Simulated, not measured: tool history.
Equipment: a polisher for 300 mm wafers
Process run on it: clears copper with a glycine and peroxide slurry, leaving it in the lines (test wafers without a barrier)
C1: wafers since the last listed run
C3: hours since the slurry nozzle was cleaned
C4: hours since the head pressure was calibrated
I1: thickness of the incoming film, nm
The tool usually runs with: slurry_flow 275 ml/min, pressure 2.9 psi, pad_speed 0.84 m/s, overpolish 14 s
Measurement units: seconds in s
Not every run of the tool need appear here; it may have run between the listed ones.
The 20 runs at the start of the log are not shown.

At day 65.775: worn pad replaced by a new one.
Run 21, day 65.796: usual settings; C1 786; wafers polished on this pad 5; C3 227.3; C4 692.4; I1 456.7. Result: seconds 100.7 s.
At day 66.871: head pressure recalibrated.
Run 22, day 67.662: usual settings but pressure 3.3 psi, pad_speed 0.64 m/s, overpolish 9 s; C1 484; wafers polished on this pad 489; C3 272.1; C4 19; I1 444.9. Result: seconds 99.7 s.
Run 23, day 69.85: usual settings but pad_speed 0.7 m/s; C1 593; wafers polished on this pad 1083; C3 324.6; C4 71.5; I1 451.1. Result: seconds 103.5 s.
Run 24, day 72.208: usual settings but pressure 2.4 psi, pad_speed 0.92 m/s; C1 640; wafers polished on this pad 1723; C3 381.2; C4 128.1; I1 457.8. Result: seconds 103.4 s.
Run 25, day 73.958: usual settings but pad_speed 1.04 m/s; C1 475; wafers polished on this pad 2198; C3 423.2; C4 170.1; I1 457.2. Result: seconds 77.8 s.
Run 26, day 76.804: usual settings; C1 772; wafers polished on this pad 2971; C3 491.5; C4 238.4; I1 445.9. Result: seconds 90.1 s.
Run 27, day 80.433: usual settings but slurry_flow 205 ml/min, overpolish 16 s; C1 985; wafers polished on this pad 3956; C3 578.6; C4 325.5; I1 452.3. Result: seconds 95.2 s.
Run 28, day 84.838: usual settings but slurry_flow 310 ml/min, pressure 2 psi, pad_speed 1.06 m/s; C1 1195; wafers polished on this pad 5152; C3 684.3; C4 431.2; I1 442.8. Result: seconds 104.9 s.
At day 87.542: slurry nozzle cleaned.
Run 29, day 88.746: usual settings; C1 1049; wafers polished on this pad 6202; C3 28.9; C4 525; I1 447.9. Result: seconds 94.4 s.
Run 30, day 93.15: usual settings but slurry_flow 225 ml/min, pressure 3.5 psi, pad_speed 1.1 m/s, overpolish 9 s; C1 1195; wafers polished on this pad 7397; C3 134.6; C4 630.7; I1 442.1. Result: seconds 67.5 s.
At day 94.312: worn pad replaced by a new one.
Run 31, day 97.067: usual settings; C1 1018; wafers polished on this pad 747; C3 228.6; C4 724.7; I1 456.4. Result: seconds 99.9 s.
Run 32, day 99.096: usual settings but slurry_flow 210 ml/min, overpolish 16 s; C1 550; wafers polished on this pad 1298; C3 277.3; C4 773.4; I1 450.4. Result: seconds 101.3 s.
At day 102.012: head pressure recalibrated.
Run 33, day 103.596: usual settings; C1 1199; wafers polished on this pad 2497; C3 385.3; C4 38; I1 452.5. Result: seconds 92.3 s.
Run 34, day 107.483: usual settings but slurry_flow 185 ml/min, pressure 3.3 psi, pad_speed 0.64 m/s, overpolish 18 s; C1 1055; wafers polished on this pad 3552; C3 478.6; C4 131.3; I1 450.4. Result: seconds 105.3 s.

Consider 4 possible next runs. They are alternatives, not a sequence: every one starts from the tool as it was left by run 34. What does each give?
Run A, day 107.504: usual settings; C1 5; wafers polished on this pad 3558; C3 479.1; C4 131.8; I1 448.4. Result: seconds ?.
Run B, day 107.504: usual settings but slurry_flow 345 ml/min, pressure 2.5 psi; C1 5; wafers polished on this pad 3558; C3 479.1; C4 131.8; I1 448.4. Result: seconds ?.
Run C, day 107.504: usual settings but overpolish 18 s; C1 5; wafers polished on this pad 3558; C3 479.1; C4 131.8; I1 448.4. Result: seconds ?.
Run D, day 107.504: usual settings but pressure 2.3 psi, pad_speed 0.58 m/s; C1 5; wafers polished on this pad 3558; C3 479.1; C4 131.8; I1 448.4. Result: seconds ?.

run  seconds
  A     88.4
  B     98.1
  C     88.4
  D      139
With the hidden condition removed and each run's random variation left untouched, the same runs would have given:
run  seconds
  A     88.2
  B     97.8
  C     88.2
  D    138.7
